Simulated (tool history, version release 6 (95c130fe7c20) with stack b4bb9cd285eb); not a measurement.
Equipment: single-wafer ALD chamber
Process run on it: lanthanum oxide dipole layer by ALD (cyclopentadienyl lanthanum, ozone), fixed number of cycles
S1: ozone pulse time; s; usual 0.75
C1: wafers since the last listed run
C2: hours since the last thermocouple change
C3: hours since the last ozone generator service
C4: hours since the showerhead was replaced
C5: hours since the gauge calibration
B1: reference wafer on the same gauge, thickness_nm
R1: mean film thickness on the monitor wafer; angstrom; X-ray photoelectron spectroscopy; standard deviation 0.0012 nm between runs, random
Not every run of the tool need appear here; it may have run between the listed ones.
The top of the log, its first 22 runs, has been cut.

{"run": 23, "hour": 278.2, "S1": 0.75, "C1": 161, "C2": 10.9, "C3": 101.0, "C4": 11.1, "C5": 88.0, "B1": 0.502, "R1": 4.86}
{"run": 24, "hour": 293.5, "S1": 0.75, "C1": 233, "C2": 26.2, "C3": 116.3, "C4": 26.4, "C5": 103.3, "B1": 0.502, "R1": 4.85}
{"run": 25, "hour": 301.9, "S1": 0.87, "C1": 128, "C2": 34.6, "C3": 124.7, "C4": 34.8, "C5": 111.7, "B1": 0.502, "R1": 5.3}
{"run": 26, "hour": 308.2, "S1": 0.75, "C1": 96, "C2": 40.9, "C3": 131.0, "C4": 41.1, "C5": 118.0, "B1": 0.502, "R1": 4.85}
{"run": 27, "hour": 323.3, "S1": 0.85, "C1": 230, "C2": 56.0, "C3": 146.1, "C4": 56.2, "C5": 133.1, "B1": 0.502, "R1": 5.22}
{"run": 28, "hour": 337.8, "S1": 0.65, "C1": 221, "C2": 70.5, "C3": 160.6, "C4": 70.7, "C5": 147.6, "B1": 0.502, "R1": 4.32}
{"run": 29, "hour": 376.3, "S1": 1.04, "C1": 587, "C2": 109.0, "C3": 199.1, "C4": 109.2, "C5": 186.1, "B1": 0.502, "R1": 5.71}
{"run": 30, "hour": 408.1, "S1": 0.47, "C1": 485, "C2": 140.8, "C3": 230.9, "C4": 141.0, "C5": 217.9, "B1": 0.502, "R1": 2.8}
{"run": 31, "hour": 414.6, "S1": 0.48, "C1": 99, "C2": 147.3, "C3": 237.4, "C4": 147.5, "C5": 224.4, "B1": 0.502, "R1": 2.92}
{"run": 32, "hour": 427.7, "S1": 0.75, "C1": 200, "C2": 160.4, "C3": 250.5, "C4": 160.6, "C5": 237.5, "B1": 0.502, "R1": 4.82}
{"run": 33, "hour": 444.0, "S1": 1.0, "C1": 248, "C2": 176.7, "C3": 266.8, "C4": 176.9, "C5": 253.8, "B1": 0.502, "R1": 5.61}
{"run": 34, "hour": 460.0, "S1": 0.54, "C1": 244, "C2": 192.7, "C3": 282.8, "C4": 192.9, "C5": 269.8, "B1": 0.502, "R1": 3.51}
{"run": 35, "hour": 469.6, "S1": 0.5, "C1": 146, "C2": 202.3, "C3": 292.4, "C4": 202.5, "C5": 279.4, "B1": 0.502, "R1": 3.14}

4 ways to go on from here, each from the tool as it stands after run 35. What would each give?
{"run": "A", "hour": 470.0, "S1": 0.94, "C1": 6, "C2": 202.7, "C3": 292.8, "C4": 202.9, "C5": 279.8, "B1": "?", "R1": "?"}
{"run": "B", "hour": 470.0, "S1": 0.52, "C1": 6, "C2": 202.7, "C3": 292.8, "C4": 202.9, "C5": 279.8, "B1": "?", "R1": "?"}
{"run": "C", "hour": 470.0, "S1": 0.53, "C1": 6, "C2": 202.7, "C3": 292.8, "C4": 202.9, "C5": 279.8, "B1": "?", "R1": "?"}
{"run": "D", "hour": 470.0, "S1": 0.51, "C1": 6, "C2": 202.7, "C3": 292.8, "C4": 202.9, "C5": 279.8, "B1": "?", "R1": "?"}

run=A B1=0.502 R1=5.49
run=B B1=0.502 R1=3.33
run=C B1=0.502 R1=3.42
run=D B1=0.502 R1=3.23
Take away the tool's hidden state, keep each run's random variation, and the runs would have read:
run=A R1=5.49
run=B R1=3.33
run=C R1=3.42
run=D R1=3.23

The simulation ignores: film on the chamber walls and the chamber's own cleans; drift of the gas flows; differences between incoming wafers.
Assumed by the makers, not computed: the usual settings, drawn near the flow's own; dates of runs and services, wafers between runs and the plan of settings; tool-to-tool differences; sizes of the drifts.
